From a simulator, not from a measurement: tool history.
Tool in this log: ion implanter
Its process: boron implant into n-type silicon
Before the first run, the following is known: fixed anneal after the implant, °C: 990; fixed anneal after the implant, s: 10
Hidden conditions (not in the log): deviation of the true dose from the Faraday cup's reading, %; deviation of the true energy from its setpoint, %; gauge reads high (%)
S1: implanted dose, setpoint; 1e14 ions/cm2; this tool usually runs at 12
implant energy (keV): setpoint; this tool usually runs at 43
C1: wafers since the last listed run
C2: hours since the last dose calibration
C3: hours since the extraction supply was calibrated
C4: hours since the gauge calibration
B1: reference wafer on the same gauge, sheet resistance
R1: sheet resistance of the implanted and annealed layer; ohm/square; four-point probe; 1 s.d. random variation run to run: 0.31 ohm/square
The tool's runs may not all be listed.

run 1 hour=0 | S1=12 implant_energy_(keV)=43 | C1=0 C2=511.1 C3=2946.8 C4=96.9 | B1=101 | R1=101.44
run 2 hour=8.1 | S1=12 implant_energy_(keV)=43 | C1=296 C2=519.2 C3=2954.9 C4=105 | B1=100.99 | R1=101.17
run 3 hour=20.1 | S1=12 implant_energy_(keV)=43 | C1=439 C2=531.2 C3=2966.9 C4=117 | B1=100.99 | R1=101
run 4 hour=37.2 | S1=12 implant_energy_(keV)=43 | C1=625 C2=548.3 C3=2984 C4=134.1 | B1=101.02 | R1=100.89
run 5 hour=57.4 | S1=12 implant_energy_(keV)=39 | C1=739 C2=568.5 C3=3004.2 C4=154.3 | B1=100.97 | R1=101.31
run 6 hour=75.1 | S1=12 implant_energy_(keV)=39 | C1=647 C2=586.2 C3=3021.9 C4=172 | B1=101.01 | R1=101.02
run 7 hour=89.8 | S1=12 implant_energy_(keV)=39 | C1=538 C2=600.9 C3=3036.6 C4=186.7 | B1=101.05 | R1=100.72
run 8 hour=106.3 | S1=12 implant_energy_(keV)=43 | C1=603 C2=617.4 C3=3053.1 C4=203.2 | B1=100.98 | R1=100.07
run 9 hour=123 | S1=12 implant_energy_(keV)=43 | C1=611 C2=634.1 C3=3069.8 C4=219.9 | B1=101.04 | R1=100.85
run 10 hour=131.7 | S1=12 implant_energy_(keV)=43 | C1=318 C2=642.8 C3=3078.5 C4=228.6 | B1=101 | R1=100.82
run 11 hour=147.7 | S1=12 implant_energy_(keV)=43 | C1=585 C2=658.8 C3=3094.5 C4=244.6 | B1=100.95 | R1=100.46
run 12 hour=164 | S1=12 implant_energy_(keV)=47.5 | C1=596 C2=675.1 C3=3110.8 C4=260.9 | B1=101.02 | R1=99.89
-- hour=194.7 extraction supply calibrated
-- hour=201.4 gauge calibrated
-- hour=214.8 Faraday cup replaced and dose calibrated
run 13 hour=215.3 | S1=9.28 implant_energy_(keV)=55 | C1=1292 C2=0.5 C3=20.6 C4=13.9 | B1=101 | R1=125.51
run 14 hour=226.9 | S1=14.94 implant_energy_(keV)=36 | C1=424 C2=12.1 C3=32.2 C4=25.5 | B1=101.04 | R1=88.55
run 15 hour=274.8 | S1=15.47 implant_energy_(keV)=55.5 | C1=1753 C2=60 C3=80.1 C4=73.4 | B1=101 | R1=85.12
run 16 hour=284.2 | S1=9.04 implant_energy_(keV)=31 | C1=344 C2=69.4 C3=89.5 C4=82.8 | B1=101.02 | R1=128.94
run 17 hour=300.1 | S1=12 implant_energy_(keV)=55 | C1=582 C2=85.3 C3=105.4 C4=98.7 | B1=101 | R1=102.69
run 18 hour=312.8 | S1=13.13 implant_energy_(keV)=34 | C1=464 C2=98 C3=118.1 C4=111.4 | B1=100.96 | R1=95.85
run 19 hour=327.6 | S1=12 implant_energy_(keV)=43 | C1=541 C2=112.8 C3=132.9 C4=126.2 | B1=100.98 | R1=102.47
run 20 hour=333.9 | S1=12 implant_energy_(keV)=43 | C1=230 C2=119.1 C3=139.2 C4=132.5 | B1=100.95 | R1=102.57
run 21 hour=342.3 | S1=13.1 implant_energy_(keV)=32.5 | C1=307 C2=127.5 C3=147.6 C4=140.9 | B1=100.96 | R1=96.53
run 22 hour=357 | S1=10.05 implant_energy_(keV)=30.5 | C1=538 C2=142.2 C3=162.3 C4=155.6 | B1=100.99 | R1=118.45

What if the next run were any one of these 4? Each begins from the tool's condition after run 22:
run A hour=357.4 | S1=12 implant_energy_(keV)=49.5 | C1=14 C2=142.6 C3=162.7 C4=156 | B1=? | R1=?
run B hour=357.4 | S1=12 implant_energy_(keV)=36.5 | C1=14 C2=142.6 C3=162.7 C4=156 | B1=? | R1=?
run C hour=357.4 | S1=8.96 implant_energy_(keV)=34 | C1=14 C2=142.6 C3=162.7 C4=156 | B1=? | R1=?
run D hour=357.4 | S1=14.55 implant_energy_(keV)=52 | C1=14 C2=142.6 C3=162.7 C4=156 | B1=? | R1=?

run=A B1=101.05 R1=102.79
run=B B1=101.05 R1=103
run=C B1=101.05 R1=129.74
run=D B1=101.05 R1=89.14
The same runs, with their run-to-run variation unchanged, on a tool lacking any hidden condition would have given:
run=A R1=102.61
run=B R1=102.82
run=C R1=129.49
run=D R1=88.99

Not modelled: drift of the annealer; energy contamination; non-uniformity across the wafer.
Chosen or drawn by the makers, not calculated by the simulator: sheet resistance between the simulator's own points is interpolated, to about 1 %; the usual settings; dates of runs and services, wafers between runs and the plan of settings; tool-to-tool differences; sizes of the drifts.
